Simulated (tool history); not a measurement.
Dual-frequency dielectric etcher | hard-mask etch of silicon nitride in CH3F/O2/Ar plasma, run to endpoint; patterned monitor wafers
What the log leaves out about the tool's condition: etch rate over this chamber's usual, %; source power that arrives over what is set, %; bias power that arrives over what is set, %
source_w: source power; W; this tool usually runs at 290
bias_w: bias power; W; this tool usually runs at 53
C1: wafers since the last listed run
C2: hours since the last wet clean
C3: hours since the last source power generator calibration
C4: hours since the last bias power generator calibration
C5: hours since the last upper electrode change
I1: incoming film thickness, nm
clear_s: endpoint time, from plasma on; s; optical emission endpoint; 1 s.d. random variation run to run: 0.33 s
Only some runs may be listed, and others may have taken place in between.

Run 1, hour 0.0: usual settings; C1 0; C2 27.4; C3 3994.6; C4 2731.3; C5 2607.4; I1 38.34. Result: clear_s 66.7 s.
Run 2, hour 60.6: usual settings; C1 618; C2 88.0; C3 4055.2; C4 2791.9; C5 2668.0; I1 38.33. Result: clear_s 67.2 s.
Run 3, hour 135.9: usual settings; C1 768; C2 163.3; C3 4130.5; C4 2867.2; C5 2743.3; I1 37.86. Result: clear_s 65.3 s.
Run 4, hour 238.1: usual settings; C1 1042; C2 265.5; C3 4232.7; C4 2969.4; C5 2845.5; I1 38.21. Result: clear_s 65.5 s.
Run 5, hour 282.2: usual settings; C1 449; C2 309.6; C3 4276.8; C4 3013.5; C5 2889.6; I1 38.44. Result: clear_s 65.8 s.
Run 6, hour 321.9: usual settings but bias_w 45 W; C1 405; C2 349.3; C3 4316.5; C4 3053.2; C5 2929.3; I1 38.16. Result: clear_s 68.3 s.
Run 7, hour 371.1: usual settings but bias_w 45 W; C1 502; C2 398.5; C3 4365.7; C4 3102.4; C5 2978.5; I1 38.11. Result: clear_s 68.5 s.
At hour 592.3: wet clean of the chamber.
Run 8, hour 644.1: usual settings but source_w 330 W, bias_w 43 W; C1 2540; C2 51.8; C3 4638.7; C4 3375.4; C5 3251.5; I1 38.00. Result: clear_s 65.9 s.
At hour 893.5: upper electrode replaced.
Run 9, hour 894.0: usual settings but source_w 330 W, bias_w 43 W; C1 2304; C2 301.7; C3 4888.6; C4 3625.3; C5 0.5; I1 38.07. Result: clear_s 64.8 s.
Run 10, hour 985.2: usual settings but source_w 330 W, bias_w 43 W; C1 930; C2 392.9; C3 4979.8; C4 3716.5; C5 91.7; I1 38.35. Result: clear_s 64.8 s.
At hour 990.3: source power generator calibrated.
Run 11, hour 1027.2: usual settings; C1 387; C2 434.9; C3 36.9; C4 3758.5; C5 133.7; I1 38.09. Result: clear_s 64.3 s.
Run 12, hour 1066.4: usual settings; C1 399; C2 474.1; C3 76.1; C4 3797.7; C5 172.9; I1 38.06. Result: clear_s 64.0 s.
Run 13, hour 1147.6: usual settings; C1 828; C2 555.3; C3 157.3; C4 3878.9; C5 254.1; I1 38.27. Result: clear_s 63.7 s.
Run 14, hour 1186.4: usual settings; C1 395; C2 594.1; C3 196.1; C4 3917.7; C5 292.9; I1 38.14. Result: clear_s 63.0 s.
At hour 1217.4: wet clean of the chamber.
Run 15, hour 1248.7: usual settings but source_w 340 W, bias_w 40 W; C1 390; C2 31.3; C3 258.4; C4 3980.0; C5 355.2; I1 37.95. Result: clear_s 66.4 s.
Run 16, hour 1308.2: usual settings but source_w 310 W, bias_w 41 W; C1 607; C2 90.8; C3 317.9; C4 4039.5; C5 414.7; I1 37.86. Result: clear_s 68.5 s.
Run 17, hour 1358.7: usual settings but source_w 260 W, bias_w 65 W; C1 515; C2 141.3; C3 368.4; C4 4090.0; C5 465.2; I1 38.05. Result: clear_s 64.8 s.
Run 18, hour 1428.4: usual settings; C1 711; C2 211.0; C3 438.1; C4 4159.7; C5 534.9; I1 38.37. Result: clear_s 65.5 s.
Run 19, hour 1535.7: usual settings but bias_w 42 W; C1 1094; C2 318.3; C3 545.4; C4 4267.0; C5 642.2; I1 38.45. Result: clear_s 70.5 s.
Run 20, hour 1576.9: usual settings but source_w 240 W, bias_w 49 W; C1 420; C2 359.5; C3 586.6; C4 4308.2; C5 683.4; I1 38.47. Result: clear_s 73.2 s.
Run 21, hour 1642.8: usual settings but source_w 260 W, bias_w 41 W; C1 672; C2 425.4; C3 652.5; C4 4374.1; C5 749.3; I1 38.23. Result: clear_s 74.0 s.
At hour 1686.0: bias power generator calibrated.
At hour 1742.3: wet clean of the chamber.
Run 22, hour 1743.1: usual settings but source_w 340 W, bias_w 42 W; C1 737; C2 0.8; C3 752.8; C4 57.1; C5 849.6; I1 37.94. Result: clear_s 65.6 s.
Run 23, hour 2029.1: usual settings but source_w 220 W, bias_w 42 W; C1 2918; C2 286.8; C3 1038.8; C4 343.1; C5 1135.6; I1 38.12. Result: clear_s 81.3 s.
Run 24, hour 2109.2: usual settings; C1 817; C2 366.9; C3 1118.9; C4 423.2; C5 1215.7; I1 38.39. Result: clear_s 64.7 s.
Run 25, hour 2201.2: usual settings but source_w 240 W, bias_w 45 W; C1 938; C2 458.9; C3 1210.9; C4 515.2; C5 1307.7; I1 38.13. Result: clear_s 74.9 s.
Run 26, hour 2237.3: usual settings; C1 368; C2 495.0; C3 1247.0; C4 551.3; C5 1343.8; I1 37.72. Result: clear_s 63.2 s.
At hour 2294.8: wet clean of the chamber.
Run 27, hour 2295.3: usual settings but source_w 230 W, bias_w 60 W; C1 346; C2 0.5; C3 1305.0; C4 609.3; C5 1401.8; I1 38.02. Result: clear_s 71.8 s.
Run 28, hour 2335.4: usual settings but source_w 260 W, bias_w 62 W; C1 409; C2 40.6; C3 1345.1; C4 649.4; C5 1441.9; I1 38.34. Result: clear_s 66.1 s.

Here are 3 independent what-if runs from the current tool condition. What would each one return?
Run A, hour 2335.8: usual settings; C1 4; C2 41.0; C3 1345.5; C4 649.8; C5 1442.3; I1 38.34. Result: clear_s ?.
Run B, hour 2335.8: usual settings but source_w 330 W, bias_w 60 W; C1 4; C2 41.0; C3 1345.5; C4 649.8; C5 1442.3; I1 38.34. Result: clear_s ?.
Run C, hour 2335.8: usual settings but bias_w 44 W; C1 4; C2 41.0; C3 1345.5; C4 649.8; C5 1442.3; I1 38.34. Result: clear_s ?.

run  clear_s
  A     65.4
  B     58.9
  C     69.5
With no hidden state in the tool, these same runs would have given:
run  clear_s
  A     66.4
  B     59.7
  C     70.5

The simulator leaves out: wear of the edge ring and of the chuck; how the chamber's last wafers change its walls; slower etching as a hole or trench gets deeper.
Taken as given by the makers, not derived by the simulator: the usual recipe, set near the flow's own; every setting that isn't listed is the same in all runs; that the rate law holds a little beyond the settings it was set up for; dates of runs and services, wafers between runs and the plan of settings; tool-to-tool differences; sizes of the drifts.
